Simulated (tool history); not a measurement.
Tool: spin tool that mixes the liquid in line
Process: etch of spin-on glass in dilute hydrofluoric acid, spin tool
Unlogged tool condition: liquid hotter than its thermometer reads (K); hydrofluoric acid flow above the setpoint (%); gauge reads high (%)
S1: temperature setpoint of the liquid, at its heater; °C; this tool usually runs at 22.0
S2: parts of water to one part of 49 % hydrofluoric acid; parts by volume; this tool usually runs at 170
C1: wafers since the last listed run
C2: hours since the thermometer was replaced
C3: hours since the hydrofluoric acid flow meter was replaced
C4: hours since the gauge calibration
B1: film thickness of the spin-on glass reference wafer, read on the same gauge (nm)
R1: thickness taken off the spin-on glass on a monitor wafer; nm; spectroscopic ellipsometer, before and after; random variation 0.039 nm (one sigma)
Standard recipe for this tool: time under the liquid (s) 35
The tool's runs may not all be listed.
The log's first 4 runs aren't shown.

{"run": 5, "day": 3.338, "S1": 22.0, "S2": 170, "time under the liquid (s)": 50, "C1": 289, "C2": 879.2, "C3": 860.1, "C4": 236.2, "B1": 40.03, "R1": 8.09}
{"run": 6, "day": 3.638, "S1": 22.0, "S2": 130, "time under the liquid (s)": 35, "C1": 136, "C2": 886.4, "C3": 867.3, "C4": 243.4, "B1": 40.01, "R1": 7.69}
{"run": 7, "day": 4.379, "S1": 22.0, "S2": 130, "time under the liquid (s)": 35, "C1": 336, "C2": 904.2, "C3": 885.1, "C4": 261.2, "B1": 39.99, "R1": 7.7}
{"run": 8, "day": 4.867, "S1": 22.0, "S2": 170, "time under the liquid (s)": 35, "C1": 221, "C2": 915.9, "C3": 896.8, "C4": 272.9, "B1": 40.01, "R1": 5.6}
{"run": 9, "day": 5.433, "S1": 22.0, "S2": 170, "time under the liquid (s)": 35, "C1": 256, "C2": 929.5, "C3": 910.4, "C4": 286.5, "B1": 39.99, "R1": 5.69}
{"run": 10, "day": 5.758, "S1": 22.0, "S2": 145, "time under the liquid (s)": 35, "C1": 147, "C2": 937.3, "C3": 918.2, "C4": 294.3, "B1": 39.97, "R1": 6.86}
{"run": 11, "day": 6.246, "S1": 22.0, "S2": 145, "time under the liquid (s)": 35, "C1": 221, "C2": 949.0, "C3": 929.9, "C4": 306.0, "B1": 40.04, "R1": 6.86}
{"run": 12, "day": 6.588, "S1": 22.0, "S2": 145, "time under the liquid (s)": 35, "C1": 154, "C2": 957.2, "C3": 938.1, "C4": 314.2, "B1": 40.01, "R1": 6.79}
{"run": 13, "day": 6.921, "S1": 22.0, "S2": 170, "time under the liquid (s)": 35, "C1": 151, "C2": 965.2, "C3": 946.1, "C4": 322.2, "B1": 39.98, "R1": 5.7}
{"run": 14, "day": 7.558, "S1": 22.0, "S2": 170, "time under the liquid (s)": 35, "C1": 289, "C2": 980.5, "C3": 961.4, "C4": 337.5, "B1": 39.99, "R1": 5.75}
{"run": 15, "day": 8.142, "S1": 22.0, "S2": 170, "time under the liquid (s)": 35, "C1": 264, "C2": 994.5, "C3": 975.4, "C4": 351.5, "B1": 40.02, "R1": 5.66}
{"day": 8.821, "done": "thermometer replaced"}
{"run": 16, "day": 9.104, "S1": 17.0, "S2": 240, "time under the liquid (s)": 20, "C1": 417, "C2": 6.8, "C3": 998.5, "C4": 374.6, "B1": 40.03, "R1": 1.8}
{"run": 17, "day": 9.55, "S1": 22.0, "S2": 120, "time under the liquid (s)": 25, "C1": 202, "C2": 17.5, "C3": 1009.2, "C4": 385.3, "B1": 39.99, "R1": 6.12}
{"run": 18, "day": 9.983, "S1": 19.5, "S2": 200, "time under the liquid (s)": 40, "C1": 196, "C2": 27.9, "C3": 1019.6, "C4": 395.7, "B1": 40.0, "R1": 4.86}
{"run": 19, "day": 10.604, "S1": 22.0, "S2": 170, "time under the liquid (s)": 45, "C1": 281, "C2": 42.8, "C3": 1034.5, "C4": 410.6, "B1": 39.99, "R1": 7.34}
{"run": 20, "day": 11.096, "S1": 22.0, "S2": 170, "time under the liquid (s)": 35, "C1": 222, "C2": 54.6, "C3": 1046.3, "C4": 422.4, "B1": 40.0, "R1": 5.71}
{"run": 21, "day": 11.496, "S1": 22.0, "S2": 170, "time under the liquid (s)": 35, "C1": 181, "C2": 64.2, "C3": 1055.9, "C4": 432.0, "B1": 39.98, "R1": 5.74}

Run 22 is up next; what results do you expect?
{"day": 12.108, "done": "hydrofluoric acid flow meter replaced"}
{"run": 22, "day": 12.15, "S1": 22.0, "S2": 170, "time under the liquid (s)": 35, "C1": 277, "C2": 79.9, "C3": 1.0, "C4": 447.7, "B1": "?", "R1": "?"}

{"run 22": {"B1": 40.02, "R1": 5.1}}
Take away the tool's hidden state, keep the run-to-run variation as it was, and the same run would have given R1 4.91 nm.
